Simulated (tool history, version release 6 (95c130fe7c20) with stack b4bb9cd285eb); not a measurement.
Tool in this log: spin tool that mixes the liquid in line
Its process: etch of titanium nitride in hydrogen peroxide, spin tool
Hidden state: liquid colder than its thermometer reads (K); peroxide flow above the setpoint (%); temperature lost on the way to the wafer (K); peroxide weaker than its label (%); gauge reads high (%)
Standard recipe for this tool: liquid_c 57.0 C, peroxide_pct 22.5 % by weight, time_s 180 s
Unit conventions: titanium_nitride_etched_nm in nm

run	hour	liquid_c	peroxide_pct	time_s	wafers since the last listed run	hours since the thermometer was replaced	hours since the peroxide flow meter was replaced	hours since the heated supply line was repaired	hours since the drum of peroxide was connected	hours since the gauge calibration	read-back film thickness of the titanium nitride reference wafer, read on the same gauge (nm)	titanium_nitride_etched_nm
1	0.0	57.0	22.5	180	0	2083.9	555.4	1991.5	202.8	329.3	110.04	7.46
2	48.2	57.0	22.5	180	273	2132.1	603.6	2039.7	251.0	377.5	110.02	7.40
3	72.9	57.0	22.5	180	140	2156.8	628.3	2064.4	275.7	402.2	110.01	7.47
# hour 100.1: peroxide flow meter replaced
4	117.6	57.0	22.5	180	248	2201.5	17.5	2109.1	320.4	446.9	109.99	7.38
5	182.6	57.0	19.0	180	368	2266.5	82.5	2174.1	385.4	511.9	109.96	7.08
6	237.5	57.0	22.5	180	311	2321.4	137.4	2229.0	440.3	566.8	109.99	7.35
# hour 243.9: thermometer replaced
7	285.2	57.0	22.5	180	265	41.3	185.1	2276.7	488.0	614.5	110.03	7.36
8	337.2	57.0	22.5	180	295	93.3	237.1	2328.7	540.0	666.5	109.99	7.42
9	396.7	57.0	22.5	180	337	152.8	296.6	2388.2	599.5	726.0	109.98	7.37
# hour 440.3: new drum of peroxide connected
10	456.2	62.5	18.0	130	332	212.3	356.1	2447.7	15.9	785.5	110.00	7.36
11	494.4	65.5	28.0	245	216	250.5	394.3	2485.9	54.1	823.7	109.98	18.58
12	536.7	57.0	28.0	180	240	292.8	436.6	2528.2	96.4	866.0	109.99	7.75
13	593.7	50.5	22.5	135	323	349.8	493.6	2585.2	153.4	923.0	110.00	3.44
# hour 606.2: peroxide flow meter replaced
14	656.0	50.5	25.5	100	347	412.1	49.8	2647.5	215.7	985.3	109.98	2.63
# hour 661.9: heated supply line repaired
# hour 679.9: gauge calibrated
15	684.4	57.0	22.5	180	155	440.5	78.2	22.5	244.1	4.5	110.00	7.86
16	715.8	63.0	16.5	180	178	471.9	109.6	53.9	275.5	35.9	110.01	10.97
17	768.3	57.0	22.5	100	297	524.4	162.1	106.4	328.0	88.4	110.03	4.37
18	796.8	57.0	22.5	180	161	552.9	190.6	134.9	356.5	116.9	110.02	7.82
19	850.9	57.0	28.5	125	307	607.0	244.7	189.0	410.6	171.0	110.03	5.74
20	915.3	64.5	27.5	110	365	671.4	309.1	253.4	475.0	235.4	110.02	8.23
21	960.3	57.0	22.5	180	255	716.4	354.1	298.4	520.0	280.4	110.02	7.77
22	1024.8	57.0	22.5	95	366	780.9	418.6	362.9	584.5	344.9	109.97	4.09
23	1091.3	51.5	22.5	180	377	847.4	485.1	429.4	651.0	411.4	109.99	5.19
24	1140.1	50.5	22.5	135	276	896.2	533.9	478.2	699.8	460.2	110.00	3.67
# hour 1158.8: new drum of peroxide connected
25	1183.8	64.5	27.5	110	242	939.9	577.6	521.9	25.0	503.9	109.95	8.15
26	1230.1	62.5	22.5	250	262	986.2	623.9	568.2	71.3	550.2	110.01	15.61

Alternative continuations, all from the tool just after run 26; predict every row:
A	1230.6	57.0	22.5	180	2	986.7	624.4	568.7	71.8	550.7	?	?
B	1230.6	49.5	22.5	180	2	986.7	624.4	568.7	71.8	550.7	?	?
C	1230.6	48.0	28.0	80	2	986.7	624.4	568.7	71.8	550.7	?	?

run	read-back film thickness of the titanium nitride reference wafer, read on the same gauge (nm)	titanium_nitride_etched_nm
A	110.01	7.78
B	110.01	4.57
C	110.01	1.91
Had the tool no hidden state, the same runs would have come out as:
run	titanium_nitride_etched_nm
A	7.90
B	4.65
C	1.94

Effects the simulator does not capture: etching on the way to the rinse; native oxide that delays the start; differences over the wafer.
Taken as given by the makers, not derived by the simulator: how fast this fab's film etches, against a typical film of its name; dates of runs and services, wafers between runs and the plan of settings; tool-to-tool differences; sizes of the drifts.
